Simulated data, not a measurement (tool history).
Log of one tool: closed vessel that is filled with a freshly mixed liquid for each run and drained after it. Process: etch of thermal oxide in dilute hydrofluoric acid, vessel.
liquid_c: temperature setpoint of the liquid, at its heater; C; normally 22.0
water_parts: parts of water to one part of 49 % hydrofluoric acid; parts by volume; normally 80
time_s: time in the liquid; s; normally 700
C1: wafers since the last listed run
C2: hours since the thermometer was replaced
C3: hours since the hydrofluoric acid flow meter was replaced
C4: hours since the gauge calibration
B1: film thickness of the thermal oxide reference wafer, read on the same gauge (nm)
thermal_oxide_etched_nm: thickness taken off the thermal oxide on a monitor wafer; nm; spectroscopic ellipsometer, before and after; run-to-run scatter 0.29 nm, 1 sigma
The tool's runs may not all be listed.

Run 1, hour 0.0: usual settings; C1 0; C2 239.6; C3 1044.4; C4 720.1; B1 29.98. Result: thermal_oxide_etched_nm 33.97 nm.
Run 2, hour 96.3: usual settings; C1 7149; C2 335.9; C3 1140.7; C4 816.4; B1 30.01. Result: thermal_oxide_etched_nm 34.59 nm.
Run 3, hour 203.3: usual settings but liquid_c 18.0 C, time_s 440 s; C1 7944; C2 442.9; C3 1247.7; C4 923.4; B1 29.99. Result: thermal_oxide_etched_nm 17.94 nm.
Run 4, hour 295.4: usual settings but liquid_c 18.0 C, time_s 440 s; C1 6837; C2 535.0; C3 1339.8; C4 1015.5; B1 30.00. Result: thermal_oxide_etched_nm 18.03 nm.
Run 5, hour 390.2: usual settings; C1 7038; C2 629.8; C3 1434.6; C4 1110.3; B1 29.97. Result: thermal_oxide_etched_nm 34.29 nm.
Run 6, hour 488.2: usual settings but liquid_c 24.0 C; C1 7275; C2 727.8; C3 1532.6; C4 1208.3; B1 29.98. Result: thermal_oxide_etched_nm 36.58 nm.
Run 7, hour 533.4: usual settings but time_s 840 s; C1 3355; C2 773.0; C3 1577.8; C4 1253.5; B1 29.97. Result: thermal_oxide_etched_nm 40.64 nm.
At hour 617.0: gauge calibrated.
Run 8, hour 639.0: usual settings but liquid_c 19.0 C, water_parts 110 parts by volume; C1 7840; C2 878.6; C3 1683.4; C4 22.0; B1 30.03. Result: thermal_oxide_etched_nm 20.78 nm.
At hour 669.5: thermometer replaced.
Run 9, hour 719.5: usual settings; C1 5902; C2 50.0; C3 1763.9; C4 102.5; B1 30.02. Result: thermal_oxide_etched_nm 34.85 nm.
At hour 829.4: hydrofluoric acid flow meter replaced.
Run 10, hour 1036.6: usual settings but liquid_c 19.0 C; C1 23468; C2 367.1; C3 207.2; C4 419.6; B1 30.03. Result: thermal_oxide_etched_nm 28.70 nm.
Run 11, hour 1123.0: usual settings but time_s 545 s; C1 6414; C2 453.5; C3 293.6; C4 506.0; B1 30.02. Result: thermal_oxide_etched_nm 25.48 nm.
Run 12, hour 1165.5: usual settings but liquid_c 19.5 C, time_s 1000 s; C1 3155; C2 496.0; C3 336.1; C4 548.5; B1 30.00. Result: thermal_oxide_etched_nm 42.51 nm.
Run 13, hour 1211.6: usual settings but liquid_c 18.0 C, time_s 440 s; C1 3422; C2 542.1; C3 382.2; C4 594.6; B1 30.02. Result: thermal_oxide_etched_nm 17.64 nm.
Run 14, hour 1255.6: usual settings but liquid_c 17.0 C, time_s 860 s; C1 3266; C2 586.1; C3 426.2; C4 638.6; B1 29.95. Result: thermal_oxide_etched_nm 32.44 nm.
Run 15, hour 1330.8: usual settings; C1 5583; C2 661.3; C3 501.4; C4 713.8; B1 30.00. Result: thermal_oxide_etched_nm 32.72 nm.

Branching from run 15: 5 alternative next runs. What would each branch give?
Run A, hour 1331.6: usual settings but time_s 325 s; C1 59; C2 662.1; C3 502.2; C4 714.6; B1 ?. Result: thermal_oxide_etched_nm ?.
Run B, hour 1331.6: usual settings but liquid_c 20.5 C, water_parts 60 parts by volume, time_s 535 s; C1 59; C2 662.1; C3 502.2; C4 714.6; B1 ?. Result: thermal_oxide_etched_nm ?.
Run C, hour 1331.6: usual settings but liquid_c 24.5 C, water_parts 110 parts by volume, time_s 1050 s; C1 59; C2 662.1; C3 502.2; C4 714.6; B1 ?. Result: thermal_oxide_etched_nm ?.
Run D, hour 1331.6: usual settings but water_parts 55 parts by volume, time_s 525 s; C1 59; C2 662.1; C3 502.2; C4 714.6; B1 ?. Result: thermal_oxide_etched_nm ?.
Run E, hour 1331.6: usual settings but liquid_c 24.5 C, time_s 570 s; C1 59; C2 662.1; C3 502.2; C4 714.6; B1 ?. Result: thermal_oxide_etched_nm ?.

run     B1  thermal_oxide_etched_nm
  A  30.01                    15.38
  B  30.01                    32.46
  C  30.01                    38.60
  D  30.01                    37.24
  E  30.01                    29.88
With the hidden condition removed and each run's random variation left untouched, the same runs would have given:
run  thermal_oxide_etched_nm
  A                    15.65
  B                    33.07
  C                    39.19
  D                    37.92
  E                    30.37
